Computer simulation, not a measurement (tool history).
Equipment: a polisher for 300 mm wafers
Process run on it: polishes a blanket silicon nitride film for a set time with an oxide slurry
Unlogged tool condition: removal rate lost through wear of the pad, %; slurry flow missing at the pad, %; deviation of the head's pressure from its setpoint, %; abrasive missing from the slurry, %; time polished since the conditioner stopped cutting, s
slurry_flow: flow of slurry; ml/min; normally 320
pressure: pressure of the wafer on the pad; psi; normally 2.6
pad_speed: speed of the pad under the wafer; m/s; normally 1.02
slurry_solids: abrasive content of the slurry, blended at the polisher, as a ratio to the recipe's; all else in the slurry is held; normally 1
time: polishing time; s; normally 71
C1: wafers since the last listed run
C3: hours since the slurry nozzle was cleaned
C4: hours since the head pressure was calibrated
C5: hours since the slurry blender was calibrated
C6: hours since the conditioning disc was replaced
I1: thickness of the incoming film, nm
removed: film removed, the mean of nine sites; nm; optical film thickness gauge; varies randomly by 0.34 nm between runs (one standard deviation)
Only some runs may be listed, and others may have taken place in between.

{"run": 1, "hour": 0.0, "slurry_flow": 320, "pressure": 2.6, "pad_speed": 1.02, "slurry_solids": 1, "time": 71, "C1": 0, "wafers polished on this pad": 816, "C3": 451.2, "C4": 477.3, "C5": 161.2, "C6": 200.5, "I1": 250.4, "removed": 32.2}
{"hour": 5.7, "done": "head pressure recalibrated"}
{"run": 2, "hour": 50.2, "slurry_flow": 320, "pressure": 2.6, "pad_speed": 1.02, "slurry_solids": 1, "time": 91, "C1": 526, "wafers polished on this pad": 1342, "C3": 501.4, "C4": 44.5, "C5": 211.4, "C6": 250.7, "I1": 248.2, "removed": 46.9}
{"run": 3, "hour": 102.3, "slurry_flow": 320, "pressure": 2.6, "pad_speed": 1.02, "slurry_solids": 1, "time": 91, "C1": 568, "wafers polished on this pad": 1911, "C3": 553.5, "C4": 96.6, "C5": 263.5, "C6": 302.8, "I1": 247.6, "removed": 46.8}
{"hour": 124.3, "done": "slurry blender recalibrated"}
{"run": 4, "hour": 142.1, "slurry_flow": 320, "pressure": 2.6, "pad_speed": 1.02, "slurry_solids": 1, "time": 71, "C1": 412, "wafers polished on this pad": 2323, "C3": 593.3, "C4": 136.4, "C5": 17.8, "C6": 342.6, "I1": 247.6, "removed": 36.6}
{"run": 5, "hour": 169.2, "slurry_flow": 320, "pressure": 2.6, "pad_speed": 1.02, "slurry_solids": 1, "time": 71, "C1": 295, "wafers polished on this pad": 2619, "C3": 620.4, "C4": 163.5, "C5": 44.9, "C6": 369.7, "I1": 245.6, "removed": 36}
{"hour": 177.2, "done": "slurry nozzle cleaned"}
{"hour": 181.1, "done": "worn pad replaced by a new one"}
{"run": 6, "hour": 211.7, "slurry_flow": 320, "pressure": 2.6, "pad_speed": 1.02, "slurry_solids": 1, "time": 71, "C1": 410, "wafers polished on this pad": 333, "C3": 34.5, "C4": 206, "C5": 87.4, "C6": 412.2, "I1": 246.4, "removed": 36.3}
{"hour": 224.2, "done": "conditioning disc replaced and pad reconditioned"}
{"run": 7, "hour": 276.4, "slurry_flow": 320, "pressure": 2.6, "pad_speed": 1.02, "slurry_solids": 1, "time": 63, "C1": 684, "wafers polished on this pad": 1018, "C3": 99.2, "C4": 270.7, "C5": 152.1, "C6": 52.2, "I1": 250.3, "removed": 31.7}
{"run": 8, "hour": 324.1, "slurry_flow": 320, "pressure": 2.6, "pad_speed": 1.02, "slurry_solids": 1, "time": 63, "C1": 520, "wafers polished on this pad": 1539, "C3": 146.9, "C4": 318.4, "C5": 199.8, "C6": 99.9, "I1": 252, "removed": 31.1}
{"run": 9, "hour": 394.8, "slurry_flow": 320, "pressure": 2.6, "pad_speed": 1.02, "slurry_solids": 0.85, "time": 71, "C1": 771, "wafers polished on this pad": 2310, "C3": 217.6, "C4": 389.1, "C5": 270.5, "C6": 170.6, "I1": 249.2, "removed": 30.5}
{"hour": 401.4, "done": "slurry blender recalibrated"}
{"hour": 422.7, "done": "worn pad replaced by a new one"}
{"run": 10, "hour": 454.3, "slurry_flow": 320, "pressure": 2.6, "pad_speed": 1.02, "slurry_solids": 0.85, "time": 71, "C1": 584, "wafers polished on this pad": 345, "C3": 277.1, "C4": 448.6, "C5": 52.9, "C6": 230.1, "I1": 249.5, "removed": 29.5}
{"hour": 462.2, "done": "head pressure recalibrated"}
{"run": 11, "hour": 522.0, "slurry_flow": 320, "pressure": 2.6, "pad_speed": 1.02, "slurry_solids": 1, "time": 71, "C1": 717, "wafers polished on this pad": 1062, "C3": 344.8, "C4": 59.8, "C5": 120.6, "C6": 297.8, "I1": 251.8, "removed": 36.6}
{"run": 12, "hour": 561.0, "slurry_flow": 320, "pressure": 2.6, "pad_speed": 1.02, "slurry_solids": 1, "time": 71, "C1": 425, "wafers polished on this pad": 1488, "C3": 383.8, "C4": 98.8, "C5": 159.6, "C6": 336.8, "I1": 253, "removed": 35.7}
{"run": 13, "hour": 616.3, "slurry_flow": 320, "pressure": 2.9, "pad_speed": 1.32, "slurry_solids": 1, "time": 71, "C1": 603, "wafers polished on this pad": 2091, "C3": 439.1, "C4": 154.1, "C5": 214.9, "C6": 392.1, "I1": 245.8, "removed": 48.2}
{"run": 14, "hour": 661.8, "slurry_flow": 265, "pressure": 3, "pad_speed": 1.02, "slurry_solids": 0.7, "time": 56, "C1": 496, "wafers polished on this pad": 2588, "C3": 484.6, "C4": 199.6, "C5": 260.4, "C6": 437.6, "I1": 251.5, "removed": 24.7}
{"hour": 678.0, "done": "slurry blender recalibrated"}
{"hour": 680.6, "done": "worn pad replaced by a new one"}
{"run": 15, "hour": 712.6, "slurry_flow": 320, "pressure": 2.6, "pad_speed": 1.02, "slurry_solids": 1, "time": 71, "C1": 505, "wafers polished on this pad": 349, "C3": 535.4, "C4": 250.4, "C5": 34.6, "C6": 488.4, "I1": 252.3, "removed": 35.1}
{"hour": 717.9, "done": "conditioning disc replaced and pad reconditioned"}
{"run": 16, "hour": 772.1, "slurry_flow": 320, "pressure": 3.2, "pad_speed": 0.74, "slurry_solids": 1.2, "time": 60, "C1": 627, "wafers polished on this pad": 977, "C3": 594.9, "C4": 309.9, "C5": 94.1, "C6": 54.2, "I1": 251.8, "removed": 29.8}
{"hour": 817.4, "done": "slurry nozzle cleaned"}
{"run": 17, "hour": 834.4, "slurry_flow": 320, "pressure": 2.9, "pad_speed": 1.02, "slurry_solids": 1, "time": 71, "C1": 669, "wafers polished on this pad": 1646, "C3": 17, "C4": 372.2, "C5": 156.4, "C6": 116.5, "I1": 249.4, "removed": 37.1}
{"run": 18, "hour": 861.6, "slurry_flow": 320, "pressure": 2.2, "pad_speed": 1.02, "slurry_solids": 1, "time": 46, "C1": 296, "wafers polished on this pad": 1943, "C3": 44.2, "C4": 399.4, "C5": 183.6, "C6": 143.7, "I1": 250.8, "removed": 18.9}
{"hour": 911.1, "done": "slurry blender recalibrated"}
{"run": 19, "hour": 911.6, "slurry_flow": 320, "pressure": 2.6, "pad_speed": 1.02, "slurry_solids": 1, "time": 71, "C1": 523, "wafers polished on this pad": 2467, "C3": 94.2, "C4": 449.4, "C5": 0.5, "C6": 193.7, "I1": 248.8, "removed": 32.7}
{"hour": 918.2, "done": "head pressure recalibrated"}
{"hour": 955.6, "done": "worn pad replaced by a new one"}
{"run": 20, "hour": 966.9, "slurry_flow": 375, "pressure": 2.2, "pad_speed": 1.02, "slurry_solids": 1.2, "time": 64, "C1": 538, "wafers polished on this pad": 123, "C3": 149.5, "C4": 48.7, "C5": 55.8, "C6": 249, "I1": 247.8, "removed": 31.8}
{"run": 21, "hour": 1037.5, "slurry_flow": 320, "pressure": 2.6, "pad_speed": 1.02, "slurry_solids": 0.75, "time": 71, "C1": 770, "wafers polished on this pad": 893, "C3": 220.1, "C4": 119.3, "C5": 126.4, "C6": 319.6, "I1": 253.5, "removed": 30.4}
{"run": 22, "hour": 1078.2, "slurry_flow": 320, "pressure": 2.6, "pad_speed": 1.02, "slurry_solids": 1, "time": 71, "C1": 444, "wafers polished on this pad": 1338, "C3": 260.8, "C4": 160, "C5": 167.1, "C6": 360.3, "I1": 252, "removed": 36.1}
{"run": 23, "hour": 1147.1, "slurry_flow": 320, "pressure": 2.6, "pad_speed": 1.02, "slurry_solids": 1, "time": 71, "C1": 752, "wafers polished on this pad": 2090, "C3": 329.7, "C4": 228.9, "C5": 236, "C6": 429.2, "I1": 248.3, "removed": 35.2}
{"hour": 1196.8, "done": "worn pad replaced by a new one"}
{"hour": 1198.8, "done": "slurry blender recalibrated"}
{"run": 24, "hour": 1217.8, "slurry_flow": 320, "pressure": 2.6, "pad_speed": 1.02, "slurry_solids": 1, "time": 71, "C1": 706, "wafers polished on this pad": 207, "C3": 400.4, "C4": 299.6, "C5": 19, "C6": 499.9, "I1": 246.7, "removed": 34.2}
{"hour": 1252.4, "done": "conditioning disc replaced and pad reconditioned"}
{"run": 25, "hour": 1265.4, "slurry_flow": 405, "pressure": 1.8, "pad_speed": 1.02, "slurry_solids": 1, "time": 71, "C1": 497, "wafers polished on this pad": 705, "C3": 448, "C4": 347.2, "C5": 66.6, "C6": 13, "I1": 250.3, "removed": 25.7}

Exercise: give the hidden state of the tool at every run:
removal rate lost through wear of the pad, %: 0 across all the runs
slurry flow missing at the pad, %: 0 across all the runs
abrasive missing from the slurry, %: 0 across all the runs
time polished since the conditioner stopped cutting, s: 0 across all the runs
H1: deviation of the head's pressure from its setpoint, %
run=1 H1=-16.1
run=2 H1=0.0718
run=3 H1=-0.414
run=4 H1=-1.03
run=5 H1=-1.56
run=6 H1=-2.6
run=7 H1=-4.64
run=8 H1=-6.5
run=9 H1=-9.81
run=10 H1=-13.1
run=11 H1=-1.28
run=12 H1=-1.69
run=13 H1=-2.61
run=14 H1=-3.68
run=15 H1=-5.19
run=16 H1=-7.39
run=17 H1=-10.2
run=18 H1=-11.6
run=19 H1=-14.4
run=20 H1=-2.16
run=21 H1=-2.95
run=22 H1=-3.7
run=23 H1=-5.47
run=24 H1=-7.94
run=25 H1=-9.97

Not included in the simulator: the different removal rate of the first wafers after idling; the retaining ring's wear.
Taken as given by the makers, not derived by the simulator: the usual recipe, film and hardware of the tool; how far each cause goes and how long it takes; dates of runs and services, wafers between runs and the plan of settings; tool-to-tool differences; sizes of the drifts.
